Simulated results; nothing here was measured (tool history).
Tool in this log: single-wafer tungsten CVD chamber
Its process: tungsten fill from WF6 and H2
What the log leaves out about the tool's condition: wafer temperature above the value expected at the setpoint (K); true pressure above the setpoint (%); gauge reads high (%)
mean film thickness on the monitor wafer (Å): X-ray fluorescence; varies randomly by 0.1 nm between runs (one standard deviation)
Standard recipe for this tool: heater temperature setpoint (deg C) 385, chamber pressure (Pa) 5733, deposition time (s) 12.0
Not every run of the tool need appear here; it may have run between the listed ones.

run   hour  heater temperature setpoint (deg C)  chamber pressure (Pa)  deposition time (s)  wafers since the last listed run  hours since the last thermocouple change  hours since the last manometer calibration  hours since the showerhead was replaced  hours since the gauge calibration  read-back reference wafer on the same gauge, thickness_nm  mean film thickness on the monitor wafer (Å)
  1    0.0                                  373                   5733                 12.0                                 0                                    1681.6                                      1415.6                                   2611.1                               43.7                                                     30.516                                        200.02
  2   13.4                                  373                   5733                 12.0                               600                                    1695.0                                      1429.0                                   2624.5                               57.1                                                     30.495                                        200.47
  3   21.6                                  373                   5733                 12.0                               367                                    1703.2                                      1437.2                                   2632.7                               65.3                                                     30.503                                        200.13
  4   35.6                                  385                   5733                 12.0                               627                                    1717.2                                      1451.2                                   2646.7                               79.3                                                     30.478                                        266.01
  5   48.0                                  385                   6759                 12.0                               555                                    1729.6                                      1463.6                                   2659.1                               91.7                                                     30.476                                        285.55
  6   55.2                                  385                   5733                 12.0                               322                                    1736.8                                      1470.8                                   2666.3                               98.9                                                     30.498                                        266.10
  7   70.3                                  385                   5733                 12.0                               676                                    1751.9                                      1485.9                                   2681.4                              114.0                                                     30.485                                        266.79
  8  108.6                                  385                   5733                 12.0                              1716                                    1790.2                                      1524.2                                   2719.7                              152.3                                                     30.498                                        265.71
  9  114.9                                  385                   5733                 12.0                               282                                    1796.5                                      1530.5                                   2726.0                              158.6                                                     30.481                                        264.63
 10  127.3                                  385                   5733                 12.0                               555                                    1808.9                                      1542.9                                   2738.4                              171.0                                                     30.491                                        264.08
 11  143.2                                  385                   5733                 12.0                               712                                    1824.8                                      1558.8                                   2754.3                              186.9                                                     30.488                                        264.50
     161.9  -- gauge calibrated
 12  162.2                                  385                   5733                 12.0                               851                                    1843.8                                      1577.8                                   2773.3                                0.3                                                     30.505                                        264.76
     179.2  -- capacitance manometer re-zeroed and calibrated
 13  179.7                                  385                   5733                 12.0                               425                                    1861.3                                         0.5                                   2790.8                               17.8                                                     30.506                                        265.14
 14  217.5                                  374                   5733                 12.8                              1694                                    1899.1                                        38.3                                   2828.6                               55.6                                                     30.496                                        218.24

What will run 15 give?
 15  225.6                                  385                   5733                 12.0                               363                                    1907.2                                        46.4                                   2836.7                               63.7                                                          ?                                             ?

read-back reference wafer on the same gauge, thickness_nm: 30.445
mean film thickness on the monitor wafer (Å): 263.97
Were there no unlogged condition in the tool, this run, its random variation unchanged, would have produced mean film thickness on the monitor wafer (Å) 289.91.
